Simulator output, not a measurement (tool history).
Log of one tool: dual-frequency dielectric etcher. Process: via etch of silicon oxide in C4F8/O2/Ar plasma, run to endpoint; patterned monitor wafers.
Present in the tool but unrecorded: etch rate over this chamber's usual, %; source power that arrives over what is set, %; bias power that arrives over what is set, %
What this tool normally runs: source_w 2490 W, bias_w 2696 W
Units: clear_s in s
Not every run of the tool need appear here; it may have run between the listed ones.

| run | day | source_w | bias_w | wafers since the last listed run | hours since the last wet clean | hours since the last source power generator calibration | hours since the last bias power generator calibration | hours since the last upper electrode change | incoming incoming film thickness, nm | clear_s |
|---|---|---|---|---|---|---|---|---|---|---|
| 1 | 0 | 2490 | 2696 | 0 | 364.9 | 2402.8 | 4166.9 | 2927.9 | 1449.7 | 239 |
| 2 | 0.375 | 2490 | 2696 | 50 | 373.9 | 2411.8 | 4175.9 | 2936.9 | 1444.7 | 238.6 |
| 3 | 0.854 | 2490 | 2696 | 64 | 385.4 | 2423.3 | 4187.4 | 2948.4 | 1452.2 | 239.8 |
| 4 | 1.488 | 2490 | 2696 | 85 | 400.6 | 2438.5 | 4202.6 | 2963.6 | 1442.5 | 238.8 |
| 5 | 2.529 | 2490 | 2696 | 140 | 425.6 | 2463.5 | 4227.6 | 2988.6 | 1450.4 | 238.9 |
| 6 | 2.917 | 2490 | 2696 | 52 | 434.9 | 2472.8 | 4236.9 | 2997.9 | 1442.5 | 239.1 |
| 7 | 3.483 | 2490 | 2696 | 76 | 448.5 | 2486.4 | 4250.5 | 3011.5 | 1437.4 | 236.7 |
| 8 | 3.908 | 2490 | 2305 | 57 | 458.7 | 2496.6 | 4260.7 | 3021.7 | 1441.5 | 249.4 |
| 9 | 4.483 | 2490 | 2305 | 77 | 472.5 | 2510.4 | 4274.5 | 3035.5 | 1423.8 | 240.9 |
|  | 5.571 | upper electrode replaced |
| 10 | 5.592 | 2290 | 2696 | 14 | 499.1 | 2537 | 4301.1 | 0.5 | 1438.7 | 242.8 |
| 11 | 5.608 | 2750 | 3019 | 2 | 499.5 | 2537.4 | 4301.5 | 0.9 | 1440.2 | 232 |
| 12 | 5.696 | 2750 | 3019 | 11 | 501.6 | 2539.5 | 4303.6 | 3 | 1432.6 | 227.9 |
| 13 | 6.042 | 2750 | 3019 | 46 | 509.9 | 2547.8 | 4311.9 | 11.3 | 1463.5 | 231.2 |
| 14 | 6.471 | 2490 | 2696 | 57 | 520.2 | 2558.1 | 4322.2 | 21.6 | 1451.2 | 244.1 |
|  | 7.008 | bias power generator calibrated |
| 15 | 7.108 | 2490 | 2696 | 63 | 535.5 | 2573.4 | 2.4 | 36.9 | 1446.3 | 240.2 |
| 16 | 7.546 | 2910 | 2498 | 59 | 546 | 2583.9 | 12.9 | 47.4 | 1444.2 | 238.4 |
| 17 | 7.817 | 2910 | 2498 | 36 | 552.5 | 2590.4 | 19.4 | 53.9 | 1446.5 | 235 |
|  | 8.029 | source power generator calibrated |
|  | 8.854 | wet clean of the chamber |
| 18 | 8.875 | 3040 | 2151 | 8 | 0.5 | 20.3 | 44.8 | 79.3 | 1466.4 | 233.3 |
| 19 | 8.892 | 2490 | 2696 | 2 | 0.9 | 20.7 | 45.2 | 79.7 | 1444 | 229.4 |
| 20 | 9.179 | 2490 | 3053 | 38 | 7.8 | 27.6 | 52.1 | 86.6 | 1441.2 | 225 |
| 21 | 9.925 | 2300 | 2953 | 100 | 25.7 | 45.5 | 70 | 104.5 | 1455.3 | 233.7 |
| 22 | 10.671 | 2490 | 2696 | 100 | 43.6 | 63.4 | 87.9 | 122.4 | 1452.2 | 235.2 |
| 23 | 10.996 | 2490 | 2072 | 43 | 51.4 | 71.2 | 95.7 | 130.2 | 1438.4 | 243.4 |
| 24 | 11.321 | 1940 | 3219 | 43 | 59.2 | 79 | 103.5 | 138 | 1453.9 | 239.8 |
| 25 | 12.75 | 2790 | 2479 | 192 | 93.5 | 113.3 | 137.8 | 172.3 | 1438 | 228.8 |
| 26 | 13.325 | 2910 | 2498 | 77 | 107.3 | 127.1 | 151.6 | 186.1 | 1447.3 | 230.9 |
| 27 | 14.021 | 2650 | 3346 | 93 | 124 | 143.8 | 168.3 | 202.8 | 1440.7 | 222.5 |
| 28 | 14.583 | 2490 | 2696 | 75 | 137.5 | 157.3 | 181.8 | 216.3 | 1443 | 233.8 |
| 29 | 15.038 | 2960 | 3139 | 61 | 148.4 | 168.2 | 192.7 | 227.2 | 1423.9 | 218.3 |
| 30 | 15.433 | 2700 | 2041 | 53 | 157.9 | 177.7 | 202.2 | 236.7 | 1453.7 | 244.7 |
| 31 | 15.912 | 2190 | 2328 | 64 | 169.4 | 189.2 | 213.7 | 248.2 | 1454.6 | 250.9 |
| 32 | 16.429 | 2490 | 3254 | 69 | 181.8 | 201.6 | 226.1 | 260.6 | 1443.5 | 226 |
| 33 | 17.004 | 1900 | 2884 | 77 | 195.6 | 215.4 | 239.9 | 274.4 | 1457.8 | 246.7 |
| 34 | 17.7 | 1950 | 2355 | 93 | 212.3 | 232.1 | 256.6 | 291.1 | 1429.3 | 255.2 |

Some steps in clear_s, run to run, broken into two amounts with sign: the step expected even without the hidden condition (settings, incoming material, random variation), and the rest, left for the hidden condition together with whatever gauge scatter is not in both the measured and the hidden-condition-free result:
Run 7 -> 8: bias_w 2696 -> 2305. clear_s +12.7 s: hidden state +0.8, all else +11.9.
Run 13 -> 14: source_w 2750 -> 2490, bias_w 3019 -> 2696. clear_s +12.9 s: hidden state +0.8, all else +12.1.
Run 17 -> 18: source_w 2910 -> 3040, bias_w 2498 -> 2151, source power generator calibrated, wet clean of the chamber. clear_s -1.7 s: hidden state -10.9, all else +9.2.
Run 29 -> 30: source_w 2960 -> 2700, bias_w 3139 -> 2041. clear_s +26.4 s: hidden state +0.7, all else +25.7.
Run 31 -> 32: source_w 2190 -> 2490, bias_w 2328 -> 3254. clear_s -24.9 s: hidden state -0.2, all else -24.7.
Run 32 -> 33: source_w 2490 -> 1900, bias_w 3254 -> 2884. clear_s +20.7 s: hidden state +0.8, all else +19.9.
